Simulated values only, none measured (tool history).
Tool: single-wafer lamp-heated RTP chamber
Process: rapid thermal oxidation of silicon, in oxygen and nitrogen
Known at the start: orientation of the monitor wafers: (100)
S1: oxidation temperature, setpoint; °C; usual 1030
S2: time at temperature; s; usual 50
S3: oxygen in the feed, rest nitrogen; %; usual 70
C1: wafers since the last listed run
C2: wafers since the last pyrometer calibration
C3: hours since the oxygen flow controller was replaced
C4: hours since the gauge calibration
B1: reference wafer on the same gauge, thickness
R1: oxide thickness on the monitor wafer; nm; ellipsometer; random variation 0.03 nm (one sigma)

Run 1, hour 0.0: usual settings; C1 0; C2 502; C3 4353.6; C4 1646.9; B1 5.867. Result: R1 6.431 nm.
Run 2, hour 30.0: usual settings; C1 301; C2 804; C3 4383.6; C4 1676.9; B1 5.866. Result: R1 6.395 nm.
Run 3, hour 100.4: usual settings; C1 707; C2 1512; C3 4454.0; C4 1747.3; B1 5.877. Result: R1 6.504 nm.
Run 4, hour 152.6: usual settings; C1 524; C2 2037; C3 4506.2; C4 1799.5; B1 5.868. Result: R1 6.426 nm.
Run 5, hour 186.6: usual settings; C1 341; C2 2378; C3 4540.2; C4 1833.5; B1 5.876. Result: R1 6.399 nm.
Run 6, hour 225.0: usual settings but S3 62 %; C1 386; C2 2764; C3 4578.6; C4 1871.9; B1 5.881. Result: R1 6.147 nm.
Run 7, hour 343.6: usual settings but S3 62 %; C1 1192; C2 3957; C3 4697.2; C4 1990.5; B1 5.868. Result: R1 6.178 nm.
At hour 360.4: pyrometer window cleaned and pyrometer calibrated.
Run 8, hour 407.7: usual settings but S3 62 %; C1 564; C2 475; C3 4761.3; C4 2054.6; B1 5.863. Result: R1 6.146 nm.
At hour 443.6: oxygen flow controller replaced.
Run 9, hour 444.1: usual settings; C1 285; C2 760; C3 0.5; C4 2091.0; B1 5.856. Result: R1 6.444 nm.
Run 10, hour 470.0: usual settings; C1 260; C2 1021; C3 26.4; C4 2116.9; B1 5.861. Result: R1 6.458 nm.
Run 11, hour 505.1: usual settings; C1 352; C2 1374; C3 61.5; C4 2152.0; B1 5.865. Result: R1 6.477 nm.
Run 12, hour 572.3: usual settings; C1 675; C2 2049; C3 128.7; C4 2219.2; B1 5.865. Result: R1 6.450 nm.
Run 13, hour 619.8: usual settings; C1 477; C2 2527; C3 176.2; C4 2266.7; B1 5.882. Result: R1 6.423 nm.
Run 14, hour 648.9: usual settings; C1 292; C2 2819; C3 205.3; C4 2295.8; B1 5.871. Result: R1 6.427 nm.
Run 15, hour 693.0: usual settings but S2 36 s; C1 443; C2 3263; C3 249.4; C4 2339.9; B1 5.889. Result: R1 5.561 nm.
Run 16, hour 724.6: usual settings but S1 1039 °C, S2 61 s, S3 79 %; C1 317; C2 3580; C3 281.0; C4 2371.5; B1 5.857. Result: R1 7.849 nm.
At hour 781.8: pyrometer window cleaned and pyrometer calibrated.
Run 17, hour 786.6: usual settings; C1 542; C2 48; C3 343.0; C4 2433.5; B1 5.873. Result: R1 6.424 nm.
Run 18, hour 856.2: usual settings but S1 1017 °C; C1 699; C2 748; C3 412.6; C4 2503.1; B1 5.867. Result: R1 5.914 nm.
Run 19, hour 895.0: usual settings but S2 58 s; C1 390; C2 1138; C3 451.4; C4 2541.9; B1 5.866. Result: R1 6.870 nm.
At hour 949.4: gauge calibrated.
Run 20, hour 963.0: usual settings; C1 683; C2 1821; C3 519.4; C4 13.6; B1 5.869. Result: R1 6.504 nm.
Run 21, hour 997.6: usual settings but S1 1044 °C; C1 347; C2 2169; C3 554.0; C4 48.2; B1 5.864. Result: R1 7.075 nm.
Run 22, hour 1043.0: usual settings but S1 1013 °C, S2 74 s, S3 47 %; C1 456; C2 2626; C3 599.4; C4 93.6; B1 5.867. Result: R1 5.909 nm.
Run 23, hour 1094.3: usual settings but S1 1038 °C, S3 57 %; C1 515; C2 3141; C3 650.7; C4 144.9; B1 5.875. Result: R1 6.295 nm.
Run 24, hour 1146.7: usual settings but S2 32 s; C1 526; C2 3668; C3 703.1; C4 197.3; B1 5.870. Result: R1 5.332 nm.
Run 25, hour 1269.8: usual settings but S2 69 s; C1 1237; C2 4906; C3 826.2; C4 320.4; B1 5.863. Result: R1 7.441 nm.
At hour 1294.7: pyrometer window cleaned and pyrometer calibrated.
Run 26, hour 1310.0: usual settings but S1 1009 °C, S2 37 s, S3 46 %; C1 323; C2 153; C3 866.4; C4 360.6; B1 5.875. Result: R1 4.276 nm.
Run 27, hour 1372.0: usual settings but S1 1054 °C, S2 39 s; C1 623; C2 777; C3 928.4; C4 422.6; B1 5.864. Result: R1 6.800 nm.
Run 28, hour 1434.8: usual settings but S1 1009 °C, S3 90 %; C1 631; C2 1408; C3 991.2; C4 485.4; B1 5.876. Result: R1 6.076 nm.
Run 29, hour 1495.9: usual settings but S2 68 s; C1 614; C2 2022; C3 1052.3; C4 546.5; B1 5.876. Result: R1 7.389 nm.
Run 30, hour 1520.8: usual settings but S3 95 %; C1 250; C2 2273; C3 1077.2; C4 571.4; B1 5.876. Result: R1 7.165 nm.
Run 31, hour 1553.1: usual settings but S1 1052 °C, S2 30 s, S3 45 %; C1 324; C2 2597; C3 1109.5; C4 603.7; B1 5.873. Result: R1 5.174 nm.
Run 32, hour 1586.8: usual settings; C1 338; C2 2936; C3 1143.2; C4 637.4; B1 5.879. Result: R1 6.444 nm.
Run 33, hour 1621.6: usual settings but S1 1016 °C, S2 67 s, S3 88 %; C1 349; C2 3286; C3 1178.0; C4 672.2; B1 5.867. Result: R1 7.202 nm.
Run 34, hour 1667.6: usual settings but S1 1007 °C, S2 26 s, S3 54 %; C1 462; C2 3748; C3 1224.0; C4 718.2; B1 5.864. Result: R1 3.871 nm.
Run 35, hour 1711.6: usual settings; C1 442; C2 4191; C3 1268.0; C4 762.2; B1 5.880. Result: R1 6.402 nm.
Run 36, hour 1749.0: usual settings but S2 57 s, S3 48 %; C1 376; C2 4567; C3 1305.4; C4 799.6; B1 5.864. Result: R1 5.957 nm.
At hour 1773.2: pyrometer window cleaned and pyrometer calibrated.
Run 37, hour 1795.0: usual settings but S1 1049 °C; C1 382; C2 218; C3 1351.4; C4 845.6; B1 5.867. Result: R1 7.369 nm.
Run 38, hour 1826.8: usual settings but S1 1000 °C; C1 319; C2 538; C3 1383.2; C4 877.4; B1 5.877. Result: R1 5.238 nm.

The tool's hidden state at each run:
true wafer temperature minus pyrometer reading, K: 0 in every run
deviation of the oxygen flow from its setpoint, %: 0 in every run
gauge reads high (%): 0 in every run
